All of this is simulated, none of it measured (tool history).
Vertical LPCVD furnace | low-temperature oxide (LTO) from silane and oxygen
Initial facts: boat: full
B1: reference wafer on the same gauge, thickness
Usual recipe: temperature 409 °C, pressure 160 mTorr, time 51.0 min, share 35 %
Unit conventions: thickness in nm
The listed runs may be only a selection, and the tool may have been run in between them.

run 1 hour=0.0 | temperature=409 pressure=130 time=51.0 share=35 | B1=353.00 | thickness=255.19
-- hour=2.4 gauge calibrated
run 2 hour=69.5 | temperature=409 pressure=160 time=51.0 share=35 | B1=342.91 | thickness=307.46
run 3 hour=116.7 | temperature=401 pressure=160 time=38.5 share=35 | B1=343.81 | thickness=211.87
run 4 hour=141.3 | temperature=401 pressure=160 time=38.5 share=35 | B1=344.24 | thickness=210.84
run 5 hour=204.2 | temperature=409 pressure=135 time=51.0 share=35 | B1=345.56 | thickness=259.69
run 6 hour=246.1 | temperature=409 pressure=135 time=51.0 share=35 | B1=345.71 | thickness=259.01
run 7 hour=293.9 | temperature=409 pressure=135 time=51.0 share=35 | B1=346.18 | thickness=261.24
run 8 hour=334.4 | temperature=409 pressure=160 time=51.0 share=35 | B1=347.34 | thickness=307.89
run 9 hour=380.2 | temperature=409 pressure=160 time=51.0 share=35 | B1=347.79 | thickness=310.07
run 10 hour=411.0 | temperature=409 pressure=160 time=64.5 share=35 | B1=347.94 | thickness=389.15
run 11 hour=451.0 | temperature=409 pressure=170 time=51.0 share=35 | B1=348.44 | thickness=330.51
-- hour=505.6 silane flow controller replaced
run 12 hour=506.8 | temperature=405 pressure=140 time=68.0 share=35 | B1=349.19 | thickness=345.30
-- hour=535.2 thermocouples replaced and temperature profile calibrated
run 13 hour=535.7 | temperature=409 pressure=160 time=51.0 share=35 | B1=348.68 | thickness=308.89
run 14 hour=571.8 | temperature=409 pressure=160 time=32.0 share=35 | B1=349.36 | thickness=194.96
run 15 hour=609.7 | temperature=409 pressure=160 time=44.5 share=35 | B1=349.88 | thickness=271.19
run 16 hour=635.0 | temperature=399 pressure=160 time=51.0 share=35 | B1=350.09 | thickness=275.53
run 17 hour=667.8 | temperature=416 pressure=160 time=51.0 share=35 | B1=349.90 | thickness=336.08
run 18 hour=868.3 | temperature=409 pressure=150 time=51.0 share=35 | B1=351.93 | thickness=292.52
run 19 hour=894.8 | temperature=401 pressure=160 time=38.5 share=35 | B1=351.69 | thickness=217.29
-- hour=930.0 pressure gauge zeroed
run 20 hour=934.5 | temperature=409 pressure=150 time=51.0 share=35 | B1=352.25 | thickness=294.06
run 21 hour=989.3 | temperature=401 pressure=160 time=51.0 share=38 | B1=351.96 | thickness=316.93
run 22 hour=1043.7 | temperature=409 pressure=190 time=69.5 share=35 | B1=352.25 | thickness=508.05
run 23 hour=1096.5 | temperature=400 pressure=135 time=71.0 share=40 | B1=352.97 | thickness=393.51
run 24 hour=1132.7 | temperature=402 pressure=140 time=51.0 share=35 | B1=352.19 | thickness=252.67
run 25 hour=1184.3 | temperature=402 pressure=170 time=34.5 share=32 | B1=352.32 | thickness=183.80
run 26 hour=1214.0 | temperature=409 pressure=160 time=36.5 share=35 | B1=352.69 | thickness=225.97
run 27 hour=1275.9 | temperature=409 pressure=160 time=51.0 share=35 | B1=353.95 | thickness=316.10
run 28 hour=1308.1 | temperature=409 pressure=160 time=43.0 share=35 | B1=353.23 | thickness=265.63
run 29 hour=1377.6 | temperature=416 pressure=200 time=33.0 share=35 | B1=353.89 | thickness=273.32
run 30 hour=1428.1 | temperature=409 pressure=120 time=45.0 share=35 | B1=353.49 | thickness=210.02

What if the next run were any one of these 5? Each begins from the tool's condition after run 30:
run A hour=1432.8 | temperature=409 pressure=160 time=51.0 share=35 | B1=? | thickness=?
run B hour=1432.8 | temperature=400 pressure=160 time=51.0 share=32 | B1=? | thickness=?
run C hour=1432.8 | temperature=409 pressure=175 time=42.0 share=28 | B1=? | thickness=?
run D hour=1432.8 | temperature=409 pressure=145 time=32.0 share=35 | B1=? | thickness=?
run E hour=1432.8 | temperature=400 pressure=160 time=51.0 share=41 | B1=? | thickness=?

run=A B1=353.45 thickness=313.27
run=B B1=353.45 thickness=250.24
run=C B1=353.45 thickness=206.32
run=D B1=353.45 thickness=178.14
run=E B1=353.45 thickness=345.09
Without the tool's hidden state the same runs would have given:
run=A thickness=301.04
run=B thickness=240.47
run=C thickness=198.26
run=D thickness=171.18
run=E thickness=331.61

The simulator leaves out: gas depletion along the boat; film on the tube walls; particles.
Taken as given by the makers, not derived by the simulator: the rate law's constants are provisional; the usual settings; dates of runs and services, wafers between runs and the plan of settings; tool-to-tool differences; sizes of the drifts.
